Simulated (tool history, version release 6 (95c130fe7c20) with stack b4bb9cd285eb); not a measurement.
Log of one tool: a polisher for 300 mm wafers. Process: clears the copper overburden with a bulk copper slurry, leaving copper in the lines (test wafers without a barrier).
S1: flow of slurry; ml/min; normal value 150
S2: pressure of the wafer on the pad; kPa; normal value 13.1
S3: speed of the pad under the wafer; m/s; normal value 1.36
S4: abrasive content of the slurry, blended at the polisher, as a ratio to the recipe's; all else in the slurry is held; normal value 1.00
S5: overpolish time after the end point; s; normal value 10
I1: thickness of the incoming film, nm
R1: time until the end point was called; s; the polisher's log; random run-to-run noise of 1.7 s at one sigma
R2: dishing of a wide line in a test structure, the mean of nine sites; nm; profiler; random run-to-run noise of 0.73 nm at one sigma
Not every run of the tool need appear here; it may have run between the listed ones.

{"run": 1, "day": 0.0, "S1": 150, "S2": 15.9, "S3": 1.36, "S4": 1.0, "S5": 10, "I1": 1264.2, "R1": 135.2, "R2": 42.4}
{"run": 2, "day": 2.583, "S1": 150, "S2": 15.9, "S3": 1.36, "S4": 1.0, "S5": 10, "I1": 1256.3, "R1": 133.6, "R2": 42.0}
{"run": 3, "day": 5.454, "S1": 150, "S2": 13.1, "S3": 1.36, "S4": 1.0, "S5": 10, "I1": 1248.5, "R1": 159.4, "R2": 37.2}
{"day": 7.146, "done": "slurry nozzle cleaned"}
{"run": 4, "day": 7.462, "S1": 150, "S2": 13.1, "S3": 1.36, "S4": 1.0, "S5": 10, "I1": 1279.7, "R1": 164.3, "R2": 37.4}
{"run": 5, "day": 11.071, "S1": 150, "S2": 13.1, "S3": 1.36, "S4": 1.0, "S5": 10, "I1": 1262.7, "R1": 164.3, "R2": 36.7}
{"day": 11.225, "done": "slurry blender recalibrated"}
{"day": 11.55, "done": "worn pad replaced by a new one"}
{"run": 6, "day": 12.725, "S1": 150, "S2": 13.1, "S3": 1.36, "S4": 1.0, "S5": 10, "I1": 1267.6, "R1": 154.7, "R2": 39.3}
{"run": 7, "day": 17.046, "S1": 150, "S2": 13.1, "S3": 1.36, "S4": 1.0, "S5": 10, "I1": 1264.2, "R1": 154.6, "R2": 38.9}
{"run": 8, "day": 19.6, "S1": 150, "S2": 13.1, "S3": 1.36, "S4": 1.0, "S5": 10, "I1": 1251.2, "R1": 154.9, "R2": 40.0}
{"run": 9, "day": 21.35, "S1": 110, "S2": 13.1, "S3": 1.36, "S4": 1.0, "S5": 10, "I1": 1253.0, "R1": 167.4, "R2": 36.5}
{"day": 24.254, "done": "worn pad replaced by a new one"}
{"day": 24.275, "done": "slurry nozzle cleaned"}
{"run": 10, "day": 24.875, "S1": 110, "S2": 13.1, "S3": 1.36, "S4": 1.0, "S5": 10, "I1": 1278.1, "R1": 171.6, "R2": 35.9}
{"day": 25.767, "done": "head pressure recalibrated"}
{"day": 27.271, "done": "slurry blender recalibrated"}
{"run": 11, "day": 28.117, "S1": 150, "S2": 13.1, "S3": 1.36, "S4": 0.9, "S5": 10, "I1": 1268.0, "R1": 163.7, "R2": 37.4}
{"run": 12, "day": 31.358, "S1": 150, "S2": 13.1, "S3": 1.36, "S4": 0.9, "S5": 10, "I1": 1254.7, "R1": 162.7, "R2": 39.0}
{"run": 13, "day": 33.358, "S1": 150, "S2": 13.1, "S3": 1.36, "S4": 0.9, "S5": 10, "I1": 1263.1, "R1": 164.3, "R2": 38.2}
{"run": 14, "day": 36.483, "S1": 150, "S2": 13.1, "S3": 1.36, "S4": 1.0, "S5": 10, "I1": 1258.9, "R1": 161.6, "R2": 37.4}
{"run": 15, "day": 39.671, "S1": 150, "S2": 11.0, "S3": 1.08, "S4": 0.9, "S5": 10, "I1": 1250.8, "R1": 245.2, "R2": 28.7}
{"day": 39.962, "done": "worn pad replaced by a new one"}
{"day": 40.971, "done": "slurry blender recalibrated"}
{"day": 41.092, "done": "slurry nozzle cleaned"}
{"run": 16, "day": 43.671, "S1": 150, "S2": 10.3, "S3": 1.36, "S4": 1.0, "S5": 10, "I1": 1269.8, "R1": 195.7, "R2": 33.7}
{"run": 17, "day": 45.475, "S1": 150, "S2": 13.1, "S3": 1.36, "S4": 1.0, "S5": 10, "I1": 1255.2, "R1": 153.1, "R2": 39.1}
{"run": 18, "day": 46.979, "S1": 180, "S2": 14.5, "S3": 1.36, "S4": 0.85, "S5": 10, "I1": 1249.7, "R1": 139.9, "R2": 41.1}
{"run": 19, "day": 49.775, "S1": 150, "S2": 13.1, "S3": 1.36, "S4": 1.0, "S5": 10, "I1": 1241.7, "R1": 157.9, "R2": 39.8}
{"run": 20, "day": 52.717, "S1": 150, "S2": 13.1, "S3": 1.36, "S4": 1.0, "S5": 10, "I1": 1271.4, "R1": 158.9, "R2": 38.9}
{"day": 53.983, "done": "slurry blender recalibrated"}
{"run": 21, "day": 55.521, "S1": 150, "S2": 13.1, "S3": 1.78, "S4": 1.2, "S5": 16, "I1": 1244.3, "R1": 108.6, "R2": 50.5}
{"day": 55.954, "done": "worn pad replaced by a new one"}
{"day": 56.533, "done": "slurry nozzle cleaned"}
{"run": 22, "day": 58.104, "S1": 125, "S2": 13.1, "S3": 1.36, "S4": 1.1, "S5": 10, "I1": 1263.8, "R1": 154.9, "R2": 40.2}
{"run": 23, "day": 60.858, "S1": 150, "S2": 13.1, "S3": 1.36, "S4": 1.0, "S5": 12, "I1": 1287.0, "R1": 157.6, "R2": 43.6}
{"run": 24, "day": 64.354, "S1": 195, "S2": 13.1, "S3": 1.18, "S4": 1.0, "S5": 10, "I1": 1272.8, "R1": 175.1, "R2": 37.5}
{"run": 25, "day": 67.833, "S1": 150, "S2": 15.2, "S3": 0.88, "S4": 1.3, "S5": 12, "I1": 1263.5, "R1": 203.9, "R2": 37.3}
{"day": 69.325, "done": "slurry blender recalibrated"}
{"day": 70.5, "done": "worn pad replaced by a new one"}
{"run": 26, "day": 71.579, "S1": 150, "S2": 13.1, "S3": 1.36, "S4": 1.0, "S5": 10, "I1": 1271.0, "R1": 146.4, "R2": 39.2}

3 options for the next run, each taken on its own from the tool as it stands now. Forecast them:
{"run": "A", "day": 71.6, "S1": 150, "S2": 13.1, "S3": 1.36, "S4": 1.0, "S5": 10, "I1": 1264.6, "R1": "?", "R2": "?"}
{"run": "B", "day": 71.6, "S1": 130, "S2": 13.1, "S3": 1.18, "S4": 0.75, "S5": 7, "I1": 1264.6, "R1": "?", "R2": "?"}
{"run": "C", "day": 71.6, "S1": 150, "S2": 13.1, "S3": 1.36, "S4": 1.0, "S5": 6, "I1": 1264.6, "R1": "?", "R2": "?"}

run=A R1=143.4 R2=38.8
run=B R1=178.0 R2=27.5
run=C R1=143.4 R2=28.7
With the hidden condition removed and each run's random variation left untouched, the same runs would have given:
run=A R1=155.6 R2=36.8
run=B R1=193.3 R2=25.8
run=C R1=155.6 R2=27.0
